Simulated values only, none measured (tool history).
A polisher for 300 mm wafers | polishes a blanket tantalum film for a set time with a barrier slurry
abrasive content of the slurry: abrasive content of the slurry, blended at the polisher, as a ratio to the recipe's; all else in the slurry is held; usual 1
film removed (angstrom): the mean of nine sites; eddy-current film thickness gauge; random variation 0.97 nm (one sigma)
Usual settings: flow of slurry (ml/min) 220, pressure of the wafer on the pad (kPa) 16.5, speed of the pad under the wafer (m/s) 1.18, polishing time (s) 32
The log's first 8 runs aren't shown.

run,hour,flow of slurry (ml/min),pressure of the wafer on the pad (kPa),speed of the pad under the wafer (m/s),abrasive content of the slurry,polishing time (s),"incoming thickness of the incoming film, nm",film removed (angstrom)
# hour 659.4: slurry blender recalibrated
9,671.3,235,20,1.18,1,32,211.3,915
10,729.5,220,16.5,1.18,1,40,211.1,945
# hour 797.1: slurry nozzle cleaned
# hour 798.4: head pressure recalibrated
11,836.6,280,16.5,1.18,1,32,206.1,760
# hour 849.5: worn pad replaced by a new one
12,923.7,160,22.1,0.8,0.7,32,206.9,574
13,978.8,190,16.5,1.18,1.25,32,210.1,788
14,1026.2,220,16.5,1.18,1.2,32,211.6,790
15,1068.8,265,16.5,1.18,1.25,32,211,789
16,1109,220,16.5,1.46,1,32,210.9,855
17,1148.3,220,13.8,1.18,1,32,211.3,613

Run 18 comes next. What will it give?
18,1241,220,16.5,1.18,1,32,211,?

film removed (angstrom): 712
Without the tool's hidden state the same run would have given film removed (angstrom) 785.

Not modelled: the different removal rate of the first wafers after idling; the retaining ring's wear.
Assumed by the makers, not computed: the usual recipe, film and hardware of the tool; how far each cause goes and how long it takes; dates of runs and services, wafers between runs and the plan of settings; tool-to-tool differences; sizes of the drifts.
